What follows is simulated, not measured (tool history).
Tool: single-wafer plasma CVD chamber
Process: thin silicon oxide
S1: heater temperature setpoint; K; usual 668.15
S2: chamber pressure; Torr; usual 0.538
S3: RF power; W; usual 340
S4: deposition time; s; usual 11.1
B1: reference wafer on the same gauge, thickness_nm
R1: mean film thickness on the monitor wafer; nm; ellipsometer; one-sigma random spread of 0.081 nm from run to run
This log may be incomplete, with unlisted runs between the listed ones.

run 1 hour=0 | S1=668.15 S2=0.538 S3=340 S4=11.1 | B1=15.493 | R1=13.808
run 2 hour=11.5 | S1=668.15 S2=0.538 S3=340 S4=11.1 | B1=15.478 | R1=13.781
run 3 hour=28.4 | S1=668.15 S2=0.538 S3=340 S4=9.5 | B1=15.518 | R1=11.933
run 4 hour=45.5 | S1=668.15 S2=0.538 S3=340 S4=9.5 | B1=15.483 | R1=11.883
run 5 hour=63.3 | S1=668.15 S2=0.538 S3=340 S4=9.5 | B1=15.508 | R1=11.801
run 6 hour=75.2 | S1=668.15 S2=0.538 S3=340 S4=11.1 | B1=15.506 | R1=13.891
run 7 hour=89.7 | S1=668.15 S2=0.538 S3=340 S4=9.3 | B1=15.513 | R1=11.688
run 8 hour=115.4 | S1=668.15 S2=0.538 S3=340 S4=9.3 | B1=15.488 | R1=11.537
run 9 hour=132.6 | S1=668.15 S2=0.538 S3=340 S4=9.3 | B1=15.493 | R1=11.657
run 10 hour=143.4 | S1=668.15 S2=0.538 S3=340 S4=11.1 | B1=15.495 | R1=13.852
run 11 hour=161 | S1=668.15 S2=0.538 S3=340 S4=11.1 | B1=15.526 | R1=13.838
run 12 hour=173 | S1=668.15 S2=0.538 S3=375 S4=11.1 | B1=15.477 | R1=14.695
-- hour=201.4 RF generator calibrated
run 13 hour=210.9 | S1=668.15 S2=0.538 S3=340 S4=11.1 | B1=15.478 | R1=14.041
-- hour=225 capacitance manometer re-zeroed and calibrated
run 14 hour=225.5 | S1=668.15 S2=0.58 S3=400 S4=11.1 | B1=15.499 | R1=16.25
run 15 hour=225.8 | S1=658.15 S2=0.538 S3=340 S4=11.1 | B1=15.482 | R1=13.9
-- hour=227.2 gauge calibrated
-- hour=240.9 thermocouple changed; heater temperature recalibrated
run 16 hour=241.4 | S1=668.15 S2=0.538 S3=340 S4=9.3 | B1=15.516 | R1=11.665
run 17 hour=251.7 | S1=668.15 S2=0.611 S3=340 S4=11.1 | B1=15.484 | R1=15.89
run 18 hour=269 | S1=668.15 S2=0.538 S3=340 S4=11.1 | B1=15.516 | R1=13.869

Predict the results of run 19:
run 19 hour=281 | S1=668.15 S2=0.538 S3=340 S4=11.1 | B1=? | R1=?

{"run 19": {"B1": 15.484, "R1": 13.742}}
On a tool with no hidden condition, and with the same random variation, this run would have come out at R1 13.742 nm.
